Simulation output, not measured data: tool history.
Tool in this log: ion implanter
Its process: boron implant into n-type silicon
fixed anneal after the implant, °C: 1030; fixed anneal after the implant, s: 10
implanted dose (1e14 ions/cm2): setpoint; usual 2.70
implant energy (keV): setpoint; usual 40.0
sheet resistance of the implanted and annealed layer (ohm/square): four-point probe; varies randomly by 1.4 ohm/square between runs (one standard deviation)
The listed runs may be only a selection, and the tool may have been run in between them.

| run | hour | implanted dose (1e14 ions/cm2) | implant energy (keV) | read-back reference wafer on the same gauge, sheet resistance | sheet resistance of the implanted and annealed layer (ohm/square) |
|---|---|---|---|---|---|
| 1 | 0.0 | 2.70 | 40.0 | 320.97 | 323.35 |
| 2 | 100.4 | 2.70 | 40.0 | 321.26 | 323.00 |
| 3 | 365.1 | 2.70 | 40.0 | 320.81 | 325.59 |
| 4 | 463.6 | 2.70 | 40.0 | 320.57 | 325.27 |
| 5 | 530.1 | 2.70 | 40.0 | 321.21 | 324.54 |
| 6 | 626.7 | 2.70 | 40.0 | 320.38 | 325.72 |
| 7 | 729.5 | 2.70 | 40.0 | 321.16 | 324.96 |
|  | 733.0 | gauge calibrated |
| 8 | 803.5 | 2.70 | 40.0 | 321.29 | 322.31 |
| 9 | 1056.0 | 2.70 | 40.0 | 321.61 | 324.05 |
| 10 | 1139.4 | 2.22 | 34.5 | 321.42 | 386.77 |
| 11 | 1197.3 | 2.22 | 34.5 | 320.77 | 387.50 |
| 12 | 1285.6 | 2.22 | 34.5 | 321.36 | 386.74 |
| 13 | 1552.2 | 2.70 | 40.0 | 321.07 | 325.53 |
|  | 1599.4 | extraction supply calibrated |
| 14 | 1650.3 | 3.24 | 34.0 | 321.15 | 285.04 |
| 15 | 1716.4 | 2.44 | 27.0 | 320.56 | 367.86 |
| 16 | 1821.7 | 3.16 | 44.5 | 321.27 | 282.83 |
| 17 | 1863.6 | 2.92 | 36.0 | 321.63 | 309.47 |
|  | 1877.9 | Faraday cup replaced and dose calibrated |
|  | 1917.2 | gauge calibrated |
| 18 | 1940.8 | 1.97 | 40.0 | 321.33 | 412.94 |
| 19 | 2020.7 | 2.01 | 33.0 | 321.44 | 416.47 |
| 20 | 2122.1 | 3.39 | 40.0 | 320.65 | 270.66 |
| 21 | 2158.6 | 3.10 | 28.5 | 321.16 | 302.59 |
| 22 | 2198.8 | 2.70 | 26.0 | 320.60 | 343.06 |
| 23 | 2281.5 | 3.06 | 31.5 | 320.88 | 302.44 |
| 24 | 2332.3 | 2.25 | 28.5 | 320.95 | 387.77 |
| 25 | 2395.5 | 2.70 | 40.0 | 321.06 | 322.50 |
| 26 | 2470.1 | 2.70 | 33.0 | 321.23 | 334.09 |
| 27 | 2543.5 | 2.22 | 34.5 | 320.48 | 385.69 |

Forecast each of these 5 alternatives for the next run:
| A | 2543.9 | 2.25 | 40.0 | ? | ? |
| B | 2543.9 | 2.23 | 50.5 | ? | ? |
| C | 2543.9 | 2.70 | 28.0 | ? | ? |
| D | 2543.9 | 2.70 | 49.0 | ? | ? |
| E | 2543.9 | 2.23 | 31.5 | ? | ? |

| run | read-back reference wafer on the same gauge, sheet resistance | sheet resistance of the implanted and annealed layer (ohm/square) |
|---|---|---|
| A | 321.41 | 373.05 |
| B | 321.41 | 363.89 |
| C | 321.41 | 337.00 |
| D | 321.41 | 315.76 |
| E | 321.41 | 387.01 |
Stripped of hidden state, with their random variation kept, the same runs would have yielded:
| run | sheet resistance of the implanted and annealed layer (ohm/square) |
|---|---|
| A | 373.05 |
| B | 363.89 |
| C | 337.00 |
| D | 315.76 |
| E | 387.01 |

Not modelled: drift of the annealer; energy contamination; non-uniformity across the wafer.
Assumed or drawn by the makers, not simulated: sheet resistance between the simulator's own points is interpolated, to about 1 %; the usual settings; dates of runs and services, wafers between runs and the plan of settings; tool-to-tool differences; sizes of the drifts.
